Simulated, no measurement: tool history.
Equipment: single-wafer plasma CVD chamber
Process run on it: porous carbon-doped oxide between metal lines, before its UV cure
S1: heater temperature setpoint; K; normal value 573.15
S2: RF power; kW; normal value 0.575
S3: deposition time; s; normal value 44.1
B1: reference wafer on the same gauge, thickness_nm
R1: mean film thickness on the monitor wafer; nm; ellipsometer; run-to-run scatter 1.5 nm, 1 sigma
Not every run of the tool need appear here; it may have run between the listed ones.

run    hour      S1     S2    S3       B1       R1
  1       0  573.15  0.575  44.1  270.923  267.896
  2    55.8  573.15  0.495  48.9  271.433  256.612
  3     112  573.15  0.495  48.9  270.936  258.721
  4   182.5  573.15  0.575  44.1  272.064  272.561
  5   213.6  567.15  0.575  44.1  270.399   278.75
  6   247.6  583.15  0.575  44.1  271.166  255.867
  7   296.9  583.15  0.575  44.1  271.111  256.175
  8     367  583.15  0.575  44.1  270.817  256.645
  9   424.2  573.15  0.575  44.1  270.498  270.426
 10   457.8  573.15  0.575  44.1  270.939   275.62
      495.4  -- showerhead replaced, of another model than before
 11   517.6  573.15  0.575  44.1  271.349  273.727
 12   552.9  573.15  0.575  44.1  272.064  274.338
 13   582.2  573.15  0.575  44.1  270.737  276.128
 14   631.1  573.15  0.575  44.1  271.816  274.117
 15   670.1  560.15  0.575  52.3  270.948  353.763
 16   703.1  573.15  0.505  52.4  270.442  300.777
 17   762.8  578.15   0.65  37.9   270.89   252.55
 18   807.4  584.15  0.475  36.8  271.596   192.27
      927.4  -- thermocouple changed; heater temperature recalibrated
 19     958  573.15    0.5  44.1  270.402  245.148
      980.9  -- RF generator calibrated
      996.3  -- gauge calibrated
 20  1019.5  573.15  0.575  44.1  270.739  268.812
 21  1074.9  573.15  0.575  44.1  271.884  270.382
 22  1144.5  582.15  0.575  44.1  270.626  256.302
 23  1199.8  584.15   0.66  44.1  271.094  276.622
 24  1225.1  573.15  0.465  35.5  271.124  189.314
 25  1260.5  573.15  0.575  44.1  271.536  269.537
 26    1306  577.15  0.575    49  270.814  289.785
 27  1377.6  580.15   0.67  46.8  270.939  303.203
 28  1430.7  584.15  0.575  44.1  271.481  253.728
 29  1475.4  578.15  0.485  49.9  271.483  264.964

Forecast each of these 3 alternatives for the next run:
  A  1475.8  573.15  0.575  44.1   ?   ?
  B  1475.8  562.15  0.485  37.2   ?   ?
  C  1475.8  578.15  0.575  36.6   ?   ?

run      B1       R1
  A  270.66  270.604
  B  270.66  219.947
  C  270.66  218.953
With the hidden condition removed and each run's random variation left untouched, the same runs would have given:
run       R1
  A  268.211
  B  217.874
  C  217.096

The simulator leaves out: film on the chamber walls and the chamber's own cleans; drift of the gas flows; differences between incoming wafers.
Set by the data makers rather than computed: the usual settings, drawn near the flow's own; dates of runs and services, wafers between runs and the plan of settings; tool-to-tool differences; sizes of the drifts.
